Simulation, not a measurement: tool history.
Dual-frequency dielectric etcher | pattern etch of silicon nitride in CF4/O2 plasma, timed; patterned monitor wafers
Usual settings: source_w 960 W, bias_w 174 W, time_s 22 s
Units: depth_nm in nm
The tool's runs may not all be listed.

run     day  source_w  bias_w  time_s  read-back reference wafer on the same gauge, depth_nm  depth_nm
  1       0       960     155      22                                                   76.9      77.9
  2   2.033       960     174      22                                                     77      82.5
  3   4.517       960     174      22                                                   76.8      82.2
  4  13.529       960     174      22                                                     77      79.8
  5  17.417       960     174      22                                                   76.8      78.5
  6  20.654       960     174      22                                                   76.7      78.4
  7  23.475       960     174      22                                                   76.6      83.2
  8  27.808       960     174      22                                                   76.9      83.7
  9  31.833       960     174      22                                                   76.8      82.1
 10  33.996       960     174      22                                                     77      81.4
 11  36.092       960     174      22                                                   76.9        81
 12  39.979       960     174      22                                                   76.8      79.7
 13  44.708       960     174      22                                                   76.8      84.1
 14  48.208       960     209    19.5                                                   76.8      76.7
 15  52.025      1090     200      22                                                   76.9      89.7
 16  56.208       830     194    19.5                                                   77.1      70.5
 17  58.625       960     206      16                                                   76.9      61.3
 18  60.375       960     174      22                                                   76.8      81.1
 19  64.362       960     174      22                                                   76.7      79.9
 20  66.858       820     156      22                                                   76.7      76.9
 21  69.025      1140     174      22                                                   76.5      90.5
 22  72.467       960     174      22                                                   76.6      83.6
 23  75.862       960     174      22                                                   76.9      81.9
 24  77.908       960     174      22                                                   76.9      81.4
 25  80.596       770     162      25                                                   76.9      83.3
 26  85.054       870     142    18.5                                                     77      64.6
 27  87.625      1040     174      20                                                   76.7      78.7
 28  91.312       960     174      22                                                   76.8      82.6
 29  95.133       760     153    25.5                                                   76.8        83

Not shown: 9 entries that the log had between the listed runs. Between which runs, and how does the tool's hidden state differ before and after?
Between runs 1 and 2: wet clean of the chamber (day 2.012)
  etch rate over this chamber's usual, %: -5.21 -> -1.07
  measured less the result without the state, depth_nm: -4.3 -> -0.9 nm
Between runs 6 and 7: wet clean of the chamber (day 22.433)
  etch rate over this chamber's usual, %: -5.96 -> -0.0143
  measured less the result without the state, depth_nm: -4.9 -> +0 nm
Between runs 9 and 10: gauge calibrated (day 33.288); upper electrode replaced (day 33.442)
  etch rate over this chamber's usual, %: -2.21 -> -2.77
  measured less the result without the state, depth_nm: -1.9 -> -2.3 nm
Between runs 12 and 13: wet clean of the chamber (day 44.688)
  etch rate over this chamber's usual, %: -4.34 -> 0.794
  measured less the result without the state, depth_nm: -3.7 -> +0.7 nm
Between runs 18 and 19: bias power generator calibrated (day 61.042)
  etch rate over this chamber's usual, %: -3.32 -> -4.36
  measured less the result without the state, depth_nm: -2.8 -> -3.7 nm
Between runs 19 and 20: wet clean of the chamber (day 66.712)
  etch rate over this chamber's usual, %: -4.36 -> 1.14
  measured less the result without the state, depth_nm: -3.7 -> +0.9 nm
Between runs 21 and 22: source power generator calibrated (day 70.242)
  etch rate over this chamber's usual, %: 0.568 -> -0.335
  measured less the result without the state, depth_nm: +0.5 -> -0.3 nm
Between runs 25 and 26: wet clean of the chamber (day 85.033)
  etch rate over this chamber's usual, %: -2.47 -> -0.0676
  measured less the result without the state, depth_nm: -2.1 -> -0.1 nm
